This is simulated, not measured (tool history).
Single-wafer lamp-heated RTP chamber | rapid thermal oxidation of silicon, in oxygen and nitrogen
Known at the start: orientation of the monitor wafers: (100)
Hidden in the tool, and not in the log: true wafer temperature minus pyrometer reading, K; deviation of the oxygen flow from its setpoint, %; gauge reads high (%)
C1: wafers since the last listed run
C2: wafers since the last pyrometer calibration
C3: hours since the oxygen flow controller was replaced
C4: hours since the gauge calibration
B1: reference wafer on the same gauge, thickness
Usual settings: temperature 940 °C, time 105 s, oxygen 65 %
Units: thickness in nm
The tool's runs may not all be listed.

Run 1, hour 0: usual settings; C1 0; C2 2391; C3 3092.3; C4 561.9; B1 4.184. Result: thickness 4.383 nm.
Run 2, hour 89: usual settings; C1 884; C2 3275; C3 3181.3; C4 650.9; B1 4.176. Result: thickness 4.364 nm.
At hour 127.7: pyrometer window cleaned and pyrometer calibrated.
Run 3, hour 174.1: usual settings; C1 766; C2 461; C3 3266.4; C4 736; B1 4.193. Result: thickness 4.386 nm.
Run 4, hour 280.4: usual settings; C1 1056; C2 1517; C3 3372.7; C4 842.3; B1 4.176. Result: thickness 4.383 nm.
Run 5, hour 369.7: usual settings; C1 887; C2 2405; C3 3462; C4 931.6; B1 4.182. Result: thickness 4.372 nm.
Run 6, hour 468.1: usual settings but oxygen 58 %; C1 978; C2 3383; C3 3560.4; C4 1030; B1 4.182. Result: thickness 4.264 nm.
Run 7, hour 530.4: usual settings; C1 619; C2 4002; C3 3622.7; C4 1092.3; B1 4.177. Result: thickness 4.337 nm.
At hour 541.3: pyrometer window cleaned and pyrometer calibrated.
Run 8, hour 761.5: usual settings; C1 2217; C2 2188; C3 3853.8; C4 1323.4; B1 4.176. Result: thickness 4.378 nm.
At hour 783: oxygen flow controller replaced.
Run 9, hour 866.2: usual settings but oxygen 71 %; C1 961; C2 3150; C3 83.2; C4 1428.1; B1 4.176. Result: thickness 4.522 nm.
Run 10, hour 953.2: usual settings but oxygen 71 %; C1 864; C2 4014; C3 170.2; C4 1515.1; B1 4.187. Result: thickness 4.504 nm.
At hour 1001.5: pyrometer window cleaned and pyrometer calibrated.
Run 11, hour 1009.6: usual settings but temperature 917 °C, time 87 s; C1 481; C2 80; C3 226.6; C4 1571.5; B1 4.174. Result: thickness 3.519 nm.
At hour 1027.4: gauge calibrated.
Run 12, hour 1090.2: usual settings; C1 801; C2 881; C3 307.2; C4 62.8; B1 4.178. Result: thickness 4.399 nm.
Run 13, hour 1185.9: usual settings but temperature 930 °C, time 62 s; C1 951; C2 1832; C3 402.9; C4 158.5; B1 4.178. Result: thickness 3.416 nm.
Run 14, hour 1277.4: usual settings but temperature 910 °C, time 53 s, oxygen 44 %; C1 909; C2 2742; C3 494.4; C4 250; B1 4.179. Result: thickness 2.763 nm.
Run 15, hour 1328.4: usual settings but temperature 958 °C; C1 506; C2 3249; C3 545.4; C4 301; B1 4.177. Result: thickness 4.974 nm.
Run 16, hour 1403.6: usual settings but temperature 965 °C, time 64 s, oxygen 51 %; C1 747; C2 3996; C3 620.6; C4 376.2; B1 4.183. Result: thickness 3.951 nm.
At hour 1430.1: pyrometer window cleaned and pyrometer calibrated.
Run 17, hour 1490.4: usual settings but temperature 968 °C, time 119 s; C1 783; C2 599; C3 707.4; C4 463; B1 4.173. Result: thickness 5.674 nm.
Run 18, hour 1540.2: usual settings but temperature 915 °C, time 152 s; C1 494; C2 1094; C3 757.2; C4 512.8; B1 4.179. Result: thickness 4.199 nm.
Run 19, hour 1646: usual settings; C1 1051; C2 2145; C3 863; C4 618.6; B1 4.183. Result: thickness 4.372 nm.
Run 20, hour 1683.8: usual settings but oxygen 76 %; C1 375; C2 2521; C3 900.8; C4 656.4; B1 4.169. Result: thickness 4.573 nm.
Run 21, hour 1741.4: usual settings but time 134 s; C1 572; C2 3094; C3 958.4; C4 714; B1 4.167. Result: thickness 4.808 nm.
Run 22, hour 1848.4: usual settings but oxygen 86 %; C1 1063; C2 4157; C3 1065.4; C4 821; B1 4.182. Result: thickness 4.739 nm.

Forecast each of these 4 alternatives for the next run:
Run A, hour 1848.9: usual settings but oxygen 91 %; C1 4; C2 4162; C3 1065.9; C4 821.5; B1 ?. Result: thickness ?.
Run B, hour 1848.9: usual settings but time 56 s; C1 4; C2 4162; C3 1065.9; C4 821.5; B1 ?. Result: thickness ?.
Run C, hour 1848.9: usual settings but temperature 957 °C; C1 4; C2 4162; C3 1065.9; C4 821.5; B1 ?. Result: thickness ?.
Run D, hour 1848.9: usual settings but oxygen 53 %; C1 4; C2 4162; C3 1065.9; C4 821.5; B1 ?. Result: thickness ?.

run    B1  thickness
  A  4.19      4.871
  B  4.19      3.466
  C  4.19      4.954
  D  4.19      4.127
Without the tool's hidden state the same runs would have given:
run  thickness
  A      4.871
  B      3.466
  C      4.954
  D      4.127
